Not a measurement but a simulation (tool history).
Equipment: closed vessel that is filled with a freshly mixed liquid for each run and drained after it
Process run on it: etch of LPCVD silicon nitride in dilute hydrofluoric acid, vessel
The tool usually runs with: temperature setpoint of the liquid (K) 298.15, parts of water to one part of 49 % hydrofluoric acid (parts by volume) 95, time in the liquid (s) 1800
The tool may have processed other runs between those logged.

run    hour  temperature setpoint of the liquid (K)  parts of water to one part of 49 % hydrofluoric acid (parts by volume)  time in the liquid (s)  wafers since the last listed run  hours since the thermometer was replaced  hours since the hydrofluoric acid flow meter was replaced  hours since the gauge calibration  read-back film thickness of the LPCVD silicon nitride reference wafer, read on the same gauge (nm)  thickness taken off the LPCVD silicon nitride on a monitor wafer (Å)
  1       0                                  298.15                                                                      95                    1800                                 0                                      1798                                                        0.5                              824.8                                                                                               49.95                                                                 122.4
  2    61.4                                  298.15                                                                      95                    1800                              2803                                    1859.4                                                       61.9                              886.2                                                                                               49.98                                                                 121.2
  3   121.8                                  298.15                                                                      70                    1800                              2757                                    1919.8                                                      122.3                              946.6                                                                                                  50                                                                 164.3
  4   171.7                                  298.15                                                                      70                    1800                              2278                                    1969.7                                                      172.2                              996.5                                                                                               50.02                                                                 168.6
  5   241.1                                  298.15                                                                      70                    1800                              3168                                    2039.1                                                      241.6                             1065.9                                                                                               50.02                                                                 167.9
  6   337.4                                  302.15                                                                      95                    1800                              4396                                    2135.4                                                      337.9                             1162.2                                                                                               49.97                                                                   159
  7   407.2                                  302.15                                                                      95                    1800                              3186                                    2205.2                                                      407.7                               1232                                                                                               49.95                                                                   159
  8   504.4                                  298.15                                                                      95                    1800                              4437                                    2302.4                                                      504.9                             1329.2                                                                                               50.01                                                                 121.6
  9   561.9                                  298.15                                                                      95                    1800                              2625                                    2359.9                                                      562.4                             1386.7                                                                                                  50                                                                 127.8
 10     658                                  298.15                                                                      95                    1800                              4387                                      2456                                                      658.5                             1482.8                                                                                               49.98                                                                 126.6
 11   756.2                                  294.15                                                                      95                    1080                              4483                                    2554.2                                                      756.7                               1581                                                                                               49.96                                                                  58.1
 12   814.7                                  294.15                                                                      95                    1080                              2670                                    2612.7                                                      815.2                             1639.5                                                                                               49.98                                                                  57.9
      843.6  -- hydrofluoric acid flow meter replaced
      846.7  -- gauge calibrated
 13   903.4                                  293.65                                                                      65                    2110                              4004                                    2701.4                                                       59.8                               56.7                                                                                               49.97                                                                 160.6
 14     987                                  298.15                                                                      95                    1800                              3816                                      2785                                                      143.4                              140.3                                                                                               50.01                                                                 126.9
 15  1030.4                                  299.65                                                                      60                    1800                              1981                                    2828.4                                                      186.8                              183.7                                                                                               49.96                                                                 221.6
     1042.1  -- thermometer replaced
 16  1103.2                                  296.15                                                                      95                    1365                              3278                                      61.1                                                      259.6                              256.5                                                                                               49.97                                                                  76.5
 17  1158.7                                  300.15                                                                      60                    1245                              2533                                     116.6                                                      315.1                                312                                                                                                  50                                                                   142
 18  1238.6                                  298.15                                                                     115                    1800                              3647                                     196.5                                                        395                              391.9                                                                                               50.03                                                                  95.8
 19  1292.7                                  293.15                                                                      95                    1800                              2470                                     250.6                                                      449.1                                446                                                                                               50.01                                                                  83.9
 20  1364.8                                  298.15                                                                      95                    1265                              3291                                     322.7                                                      521.2                              518.1                                                                                               49.99                                                                  82.4
 21  1421.6                                  298.15                                                                     135                    1800                              2593                                     379.5                                                        578                              574.9                                                                                               49.99                                                                  81.4
 22  1492.6                                  296.65                                                                      95                    1800                              3241                                     450.5                                                        649                              645.9                                                                                               50.02                                                                 106.7
 23  1583.6                                  298.15                                                                      95                    1800                              4154                                     541.5                                                        740                              736.9                                                                                               49.98                                                                 116.2
     1602.6  -- hydrofluoric acid flow meter replaced
 24    1644                                  298.15                                                                      95                    1800                              2712                                     601.9                                                       41.4                              797.3                                                                                                  50                                                                 118.2
 25  1744.3                                  295.65                                                                      95                    1800                              4579                                     702.2                                                      141.7                              897.6                                                                                               50.01                                                                  99.5
 26  1829.2                                  298.15                                                                     110                     895                              3876                                     787.1                                                      226.6                              982.5                                                                                               49.97                                                                  50.8
 27  1917.4                                  298.15                                                                     130                    1265                              4026                                     875.3                                                      314.8                             1070.7                                                                                               50.03                                                                  60.8
 28  2007.4                                  298.15                                                                      60                     860                              4109                                     965.3                                                      404.8                             1160.7                                                                                                  50                                                                  89.3
 29  2095.7                                  295.15                                                                     140                    1205                              4031                                    1053.6                                                      493.1                               1249                                                                                               50.02                                                                  44.5
 30  2186.8                                  300.15                                                                     115                     895                              4159                                    1144.7                                                      584.2                             1340.1                                                                                                  50                                                                    55
 31  2292.3                                  298.15                                                                      95                    1800                              4816                                    1250.2                                                      689.7                             1445.6                                                                                                  50                                                                 120.7

Alternative continuations, all from the tool just after run 31; predict every row:
  A  2293.4                                  298.15                                                                      95                    1800                                50                                    1251.3                                                      690.8                             1446.7                                                                                                   ?                                                                     ?
  B  2293.4                                  298.15                                                                      95                     940                                50                                    1251.3                                                      690.8                             1446.7                                                                                                   ?                                                                     ?
  C  2293.4                                  293.15                                                                      75                    1145                                50                                    1251.3                                                      690.8                             1446.7                                                                                                   ?                                                                     ?
  D  2293.4                                  300.65                                                                      80                    1155                                50                                    1251.3                                                      690.8                             1446.7                                                                                                   ?                                                                     ?
  E  2293.4                                  299.65                                                                      80                    2375                                50                                    1251.3                                                      690.8                             1446.7                                                                                                   ?                                                                     ?

run  read-back film thickness of the LPCVD silicon nitride reference wafer, read on the same gauge (nm)  thickness taken off the LPCVD silicon nitride on a monitor wafer (Å)
  A                                                                                               49.99                                                                   121
  B                                                                                               49.99                                                                  63.2
  C                                                                                               49.99                                                                  69.6
  D                                                                                               49.99                                                                 108.3
  E                                                                                               49.99                                                                 208.8
Without the tool's unlogged condition, the same runs would have read:
run  thickness taken off the LPCVD silicon nitride on a monitor wafer (Å)
  A                                                                 114.9
  B                                                                    60
  C                                                                  65.9
  D                                                                 102.9
  E                                                                 198.3

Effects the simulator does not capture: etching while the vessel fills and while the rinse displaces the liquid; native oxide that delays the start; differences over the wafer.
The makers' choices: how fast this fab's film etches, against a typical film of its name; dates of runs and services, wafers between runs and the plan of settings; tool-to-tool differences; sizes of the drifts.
